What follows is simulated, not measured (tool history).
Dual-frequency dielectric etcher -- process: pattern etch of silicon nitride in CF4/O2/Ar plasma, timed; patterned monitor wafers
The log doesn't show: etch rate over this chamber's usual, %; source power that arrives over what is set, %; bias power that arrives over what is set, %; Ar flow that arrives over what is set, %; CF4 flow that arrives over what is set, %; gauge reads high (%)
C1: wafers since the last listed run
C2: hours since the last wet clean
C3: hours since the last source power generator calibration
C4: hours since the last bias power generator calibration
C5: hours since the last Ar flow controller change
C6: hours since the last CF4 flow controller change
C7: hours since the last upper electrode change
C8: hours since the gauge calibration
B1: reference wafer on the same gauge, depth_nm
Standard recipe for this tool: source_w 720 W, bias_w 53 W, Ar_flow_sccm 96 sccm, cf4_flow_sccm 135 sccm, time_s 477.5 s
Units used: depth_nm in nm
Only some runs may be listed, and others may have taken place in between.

run 1 day=0.000 | source_w=720 bias_w=53 Ar_flow_sccm=96 cf4_flow_sccm=135 time_s=477.5 | C1=0 C2=499.6 C3=2743.8 C4=4058.8 C5=4353.2 C6=3910.7 C7=49.4 C8=55.8 | B1=1090.1 | depth_nm=1218.9
-- day=0.333 source power generator calibrated
run 2 day=0.367 | source_w=850 bias_w=53 Ar_flow_sccm=80 cf4_flow_sccm=135 time_s=477.5 | C1=10 C2=508.4 C3=0.8 C4=4067.6 C5=4362.0 C6=3919.5 C7=58.2 C8=64.6 | B1=1089.7 | depth_nm=1529.8
run 3 day=0.846 | source_w=720 bias_w=53 Ar_flow_sccm=118 cf4_flow_sccm=135 time_s=477.5 | C1=26 C2=519.9 C3=12.3 C4=4079.1 C5=4373.5 C6=3931.0 C7=69.7 C8=76.1 | B1=1089.9 | depth_nm=1251.2
run 4 day=1.162 | source_w=720 bias_w=53 Ar_flow_sccm=83 cf4_flow_sccm=135 time_s=547.5 | C1=17 C2=527.5 C3=19.9 C4=4086.7 C5=4381.1 C6=3938.6 C7=77.3 C8=83.7 | B1=1089.8 | depth_nm=1470.8
run 5 day=1.750 | source_w=590 bias_w=53 Ar_flow_sccm=104 cf4_flow_sccm=147 time_s=396.5 | C1=32 C2=541.6 C3=34.0 C4=4100.8 C5=4395.2 C6=3952.7 C7=91.4 C8=97.8 | B1=1090.2 | depth_nm=853.7
-- day=3.121 wet clean of the chamber
run 6 day=3.142 | source_w=720 bias_w=53 Ar_flow_sccm=96 cf4_flow_sccm=135 time_s=477.5 | C1=21 C2=0.5 C3=67.4 C4=4134.2 C5=4428.6 C6=3986.1 C7=124.8 C8=131.2 | B1=1090.3 | depth_nm=1271.1
run 7 day=3.312 | source_w=720 bias_w=53 Ar_flow_sccm=96 cf4_flow_sccm=135 time_s=477.5 | C1=9 C2=4.6 C3=71.5 C4=4138.3 C5=4432.7 C6=3990.2 C7=128.9 C8=135.3 | B1=1090.6 | depth_nm=1271.9
run 8 day=3.596 | source_w=720 bias_w=45 Ar_flow_sccm=96 cf4_flow_sccm=122 time_s=477.5 | C1=15 C2=11.4 C3=78.3 C4=4145.1 C5=4439.5 C6=3997.0 C7=135.7 C8=142.1 | B1=1089.4 | depth_nm=1212.0
run 9 day=3.962 | source_w=720 bias_w=53 Ar_flow_sccm=96 cf4_flow_sccm=135 time_s=477.5 | C1=20 C2=20.2 C3=87.1 C4=4153.9 C5=4448.3 C6=4005.8 C7=144.5 C8=150.9 | B1=1089.7 | depth_nm=1266.8
-- day=4.312 CF4 flow controller replaced
run 10 day=4.592 | source_w=720 bias_w=53 Ar_flow_sccm=96 cf4_flow_sccm=135 time_s=477.5 | C1=20 C2=35.3 C3=102.2 C4=4169.0 C5=4463.4 C6=6.7 C7=159.6 C8=166.0 | B1=1090.1 | depth_nm=1265.0
-- day=5.108 bias power generator calibrated
run 11 day=5.129 | source_w=720 bias_w=40 Ar_flow_sccm=96 cf4_flow_sccm=135 time_s=477.5 | C1=20 C2=48.2 C3=115.1 C4=0.5 C5=4476.3 C6=19.6 C7=172.5 C8=178.9 | B1=1089.7 | depth_nm=1205.4
run 12 day=5.658 | source_w=720 bias_w=57 Ar_flow_sccm=117 cf4_flow_sccm=108 time_s=477.5 | C1=28 C2=60.9 C3=127.8 C4=13.2 C5=4489.0 C6=32.3 C7=185.2 C8=191.6 | B1=1089.9 | depth_nm=1215.6
run 13 day=6.242 | source_w=650 bias_w=46 Ar_flow_sccm=96 cf4_flow_sccm=135 time_s=477.5 | C1=31 C2=74.9 C3=141.8 C4=27.2 C5=4503.0 C6=46.3 C7=199.2 C8=205.6 | B1=1089.6 | depth_nm=1099.0
run 14 day=6.938 | source_w=720 bias_w=53 Ar_flow_sccm=96 cf4_flow_sccm=135 time_s=477.5 | C1=38 C2=91.6 C3=158.5 C4=43.9 C5=4519.7 C6=63.0 C7=215.9 C8=222.3 | B1=1089.5 | depth_nm=1263.4
run 15 day=7.321 | source_w=550 bias_w=46 Ar_flow_sccm=96 cf4_flow_sccm=135 time_s=477.5 | C1=20 C2=100.8 C3=167.7 C4=53.1 C5=4528.9 C6=72.2 C7=225.1 C8=231.5 | B1=1089.9 | depth_nm=916.7
run 16 day=7.638 | source_w=720 bias_w=43 Ar_flow_sccm=103 cf4_flow_sccm=162 time_s=477.5 | C1=17 C2=108.4 C3=175.3 C4=60.7 C5=4536.5 C6=79.8 C7=232.7 C8=239.1 | B1=1089.7 | depth_nm=1251.7
run 17 day=7.933 | source_w=610 bias_w=58 Ar_flow_sccm=96 cf4_flow_sccm=135 time_s=477.5 | C1=16 C2=115.5 C3=182.4 C4=67.8 C5=4543.6 C6=86.9 C7=239.8 C8=246.2 | B1=1090.1 | depth_nm=1078.9
-- day=8.662 gauge calibrated
-- day=8.829 Ar flow controller replaced
run 18 day=9.196 | source_w=720 bias_w=53 Ar_flow_sccm=96 cf4_flow_sccm=135 time_s=477.5 | C1=55 C2=145.8 C3=212.7 C4=98.1 C5=8.8 C6=117.2 C7=270.1 C8=12.8 | B1=1090.1 | depth_nm=1265.1
run 19 day=11.083 | source_w=550 bias_w=53 Ar_flow_sccm=96 cf4_flow_sccm=135 time_s=477.5 | C1=103 C2=191.1 C3=258.0 C4=143.4 C5=54.1 C6=162.5 C7=315.4 C8=58.1 | B1=1089.9 | depth_nm=947.7
run 20 day=11.467 | source_w=870 bias_w=53 Ar_flow_sccm=75 cf4_flow_sccm=135 time_s=477.5 | C1=20 C2=200.3 C3=267.2 C4=152.6 C5=63.3 C6=171.7 C7=324.6 C8=67.3 | B1=1090.2 | depth_nm=1565.3
run 21 day=13.442 | source_w=720 bias_w=53 Ar_flow_sccm=96 cf4_flow_sccm=135 time_s=526.0 | C1=108 C2=247.7 C3=314.6 C4=200.0 C5=110.7 C6=219.1 C7=372.0 C8=114.7 | B1=1090.4 | depth_nm=1388.3

Alternative continuations, all from the tool just after run 21; predict every row:
run A day=13.462 | source_w=720 bias_w=53 Ar_flow_sccm=96 cf4_flow_sccm=168 time_s=477.5 | C1=1 C2=248.2 C3=315.1 C4=200.5 C5=111.2 C6=219.6 C7=372.5 C8=115.2 | B1=? | depth_nm=?
run B day=13.462 | source_w=850 bias_w=53 Ar_flow_sccm=96 cf4_flow_sccm=135 time_s=477.5 | C1=1 C2=248.2 C3=315.1 C4=200.5 C5=111.2 C6=219.6 C7=372.5 C8=115.2 | B1=? | depth_nm=?
run C day=13.462 | source_w=720 bias_w=53 Ar_flow_sccm=75 cf4_flow_sccm=135 time_s=425.0 | C1=1 C2=248.2 C3=315.1 C4=200.5 C5=111.2 C6=219.6 C7=372.5 C8=115.2 | B1=? | depth_nm=?
run D day=13.462 | source_w=720 bias_w=53 Ar_flow_sccm=96 cf4_flow_sccm=148 time_s=534.5 | C1=1 C2=248.2 C3=315.1 C4=200.5 C5=111.2 C6=219.6 C7=372.5 C8=115.2 | B1=? | depth_nm=?

run=A B1=1090.0 depth_nm=1303.5
run=B B1=1090.0 depth_nm=1504.7
run=C B1=1090.0 depth_nm=1144.5
run=D B1=1090.0 depth_nm=1435.2
Had the tool no hidden state, the same runs would have come out as:
run=A depth_nm=1317.2
run=B depth_nm=1520.5
run=C depth_nm=1156.6
run=D depth_nm=1450.3
